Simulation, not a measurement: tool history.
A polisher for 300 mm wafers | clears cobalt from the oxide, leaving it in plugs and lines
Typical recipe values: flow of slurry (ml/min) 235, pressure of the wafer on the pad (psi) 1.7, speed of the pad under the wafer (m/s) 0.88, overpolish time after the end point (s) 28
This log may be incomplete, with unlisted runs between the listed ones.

run     day  flow of slurry (ml/min)  pressure of the wafer on the pad (psi)  speed of the pad under the wafer (m/s)  overpolish time after the end point (s)  wafers since the last listed run  wafers polished on this pad  hours since the slurry nozzle was cleaned  hours since the head pressure was calibrated  incoming thickness of the incoming film, nm  time until the end point was called (s)  dishing of a wide line in a test structure (Å)
  1       0                      235                                     1.7                                    0.88                                       20                                 0                          354                                         62                                         176.7                                        370.6                                    124.6                                             439
  2   3.325                      235                                     1.7                                    0.88                                       20                               400                          754                                      141.8                                         256.5                                        363.9                                    121.6                                             457
  3   6.608                      235                                     1.7                                    0.88                                       28                               395                         1150                                      220.6                                         335.3                                          372                                      123                                             532
      8.083  -- worn pad replaced by a new one
  4  10.933                      235                                     1.7                                    0.88                                       28                               500                          343                                      324.4                                         439.1                                        364.1                                    120.2                                             558
  5  13.317                      235                                     1.7                                    0.88                                       28                               286                          630                                      381.6                                         496.3                                        365.1                                    124.6                                             555
  6  15.075                      235                                     1.7                                    0.88                                       28                               211                          841                                      423.8                                         538.5                                        364.1                                    120.1                                             539
     15.846  -- slurry nozzle cleaned
  7  16.792                      235                                     1.7                                    0.88                                       41                               201                         1043                                       22.7                                         579.7                                        374.3                                    125.5                                             639
     18.862  -- worn pad replaced by a new one
  8  20.233                      235                                     1.7                                    0.88                                       28                               394                          165                                      105.3                                         662.3                                        373.2                                    124.4                                             526
  9  23.662                      235                                     1.7                                    0.88                                       28                               412                          578                                      187.6                                         744.6                                        370.5                                    124.1                                             538
 10  25.554                      235                                     1.4                                    0.62                                       28                               227                          805                                        233                                           790                                        366.6                                    201.8                                             397
     28.558  -- worn pad replaced by a new one
 11  29.538                      285                                     1.7                                    0.88                                       17                               459                          117                                      328.6                                         885.6                                          368                                    122.6                                             415
 12  31.288                      235                                     1.7                                    0.88                                       28                               210                          328                                      370.6                                         927.6                                        374.3                                    124.8                                             541

Run 13 has not been measured yet. What should we expect?
     33.312  -- slurry nozzle cleaned
     34.225  -- head pressure recalibrated
 13  34.246                      200                                     1.7                                    0.88                                       28                               341                          669                                       22.4                                           0.5                                        362.8                                        ?                                               ?

Run 13 came out at time until the end point was called (s) 122.4, dishing of a wide line in a test structure (Å) 525.
Were there no unlogged condition in the tool, this run, its random variation unchanged, would have produced time until the end point was called (s) 122.4, dishing of a wide line in a test structure (Å) 525.
